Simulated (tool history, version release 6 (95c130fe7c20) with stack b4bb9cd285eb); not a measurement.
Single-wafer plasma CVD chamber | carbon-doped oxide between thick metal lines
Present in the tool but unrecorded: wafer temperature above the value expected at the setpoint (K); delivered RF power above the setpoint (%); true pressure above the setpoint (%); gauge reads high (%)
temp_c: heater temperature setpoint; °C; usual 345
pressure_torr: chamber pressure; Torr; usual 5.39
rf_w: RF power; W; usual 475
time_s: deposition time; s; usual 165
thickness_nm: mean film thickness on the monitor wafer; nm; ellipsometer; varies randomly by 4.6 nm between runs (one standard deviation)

| run | hour | temp_c | pressure_torr | rf_w | time_s | wafers since the last listed run | hours since the last thermocouple change | hours since the last RF generator calibration | hours since the last manometer calibration | hours since the showerhead was replaced | hours since the gauge calibration | read-back reference wafer on the same gauge, thickness_nm | thickness_nm |
|---|---|---|---|---|---|---|---|---|---|---|---|---|---|
| 1 | 0.0 | 339 | 5.39 | 475 | 165 | 0 | 96.0 | 1897.5 | 47.6 | 6207.1 | 580.1 | 754.572 | 855.628 |
| 2 | 35.3 | 339 | 5.39 | 475 | 165 | 470 | 131.3 | 1932.8 | 82.9 | 6242.4 | 615.4 | 755.098 | 858.606 |
|  | 46.2 | showerhead replaced |
| 3 | 91.0 | 345 | 5.39 | 475 | 165 | 635 | 187.0 | 1988.5 | 138.6 | 44.8 | 671.1 | 754.809 | 842.812 |
| 4 | 203.8 | 345 | 5.39 | 475 | 165 | 1502 | 299.8 | 2101.3 | 251.4 | 157.6 | 783.9 | 753.415 | 840.961 |
| 5 | 257.0 | 356 | 5.39 | 475 | 165 | 708 | 353.0 | 2154.5 | 304.6 | 210.8 | 837.1 | 755.916 | 807.438 |
| 6 | 289.3 | 345 | 5.39 | 475 | 165 | 430 | 385.3 | 2186.8 | 336.9 | 243.1 | 869.4 | 753.405 | 830.331 |
| 7 | 333.5 | 352 | 5.39 | 475 | 145 | 588 | 429.5 | 2231.0 | 381.1 | 287.3 | 913.6 | 752.920 | 724.486 |
| 8 | 360.4 | 345 | 5.39 | 475 | 165 | 358 | 456.4 | 2257.9 | 408.0 | 314.2 | 940.5 | 753.295 | 837.145 |
| 9 | 397.8 | 345 | 5.39 | 475 | 165 | 498 | 493.8 | 2295.3 | 445.4 | 351.6 | 977.9 | 752.476 | 828.680 |
| 10 | 439.9 | 345 | 5.39 | 475 | 165 | 560 | 535.9 | 2337.4 | 487.5 | 393.7 | 1020.0 | 753.826 | 842.169 |
| 11 | 468.3 | 345 | 5.39 | 475 | 165 | 378 | 564.3 | 2365.8 | 515.9 | 422.1 | 1048.4 | 753.909 | 839.772 |
| 12 | 522.4 | 345 | 6.57 | 510 | 151 | 720 | 618.4 | 2419.9 | 570.0 | 476.2 | 1102.5 | 754.869 | 807.086 |
| 13 | 577.1 | 353 | 5.39 | 475 | 142 | 728 | 673.1 | 2474.6 | 624.7 | 530.9 | 1157.2 | 751.762 | 706.472 |
| 14 | 607.5 | 350 | 4.28 | 535 | 178 | 404 | 703.5 | 2505.0 | 655.1 | 561.3 | 1187.6 | 754.095 | 917.901 |
| 15 | 645.9 | 351 | 5.39 | 550 | 165 | 511 | 741.9 | 2543.4 | 693.5 | 599.7 | 1226.0 | 753.230 | 879.778 |
| 16 | 702.9 | 337 | 5.39 | 475 | 165 | 759 | 798.9 | 2600.4 | 750.5 | 656.7 | 1283.0 | 753.379 | 857.170 |
| 17 | 731.3 | 345 | 5.39 | 475 | 165 | 378 | 827.3 | 2628.8 | 778.9 | 685.1 | 1311.4 | 754.287 | 840.332 |

Forecast run 18:
| 18 | 768.6 | 345 | 5.88 | 475 | 165 | 496 | 864.6 | 2666.1 | 816.2 | 722.4 | 1348.7 | ? | ? |

{"run 18": {"read-back reference wafer on the same gauge, thickness_nm": 753.896, "thickness_nm": 854.121}}
Minus the tool's unlogged condition, the same run would have read thickness_nm 891.724 nm.
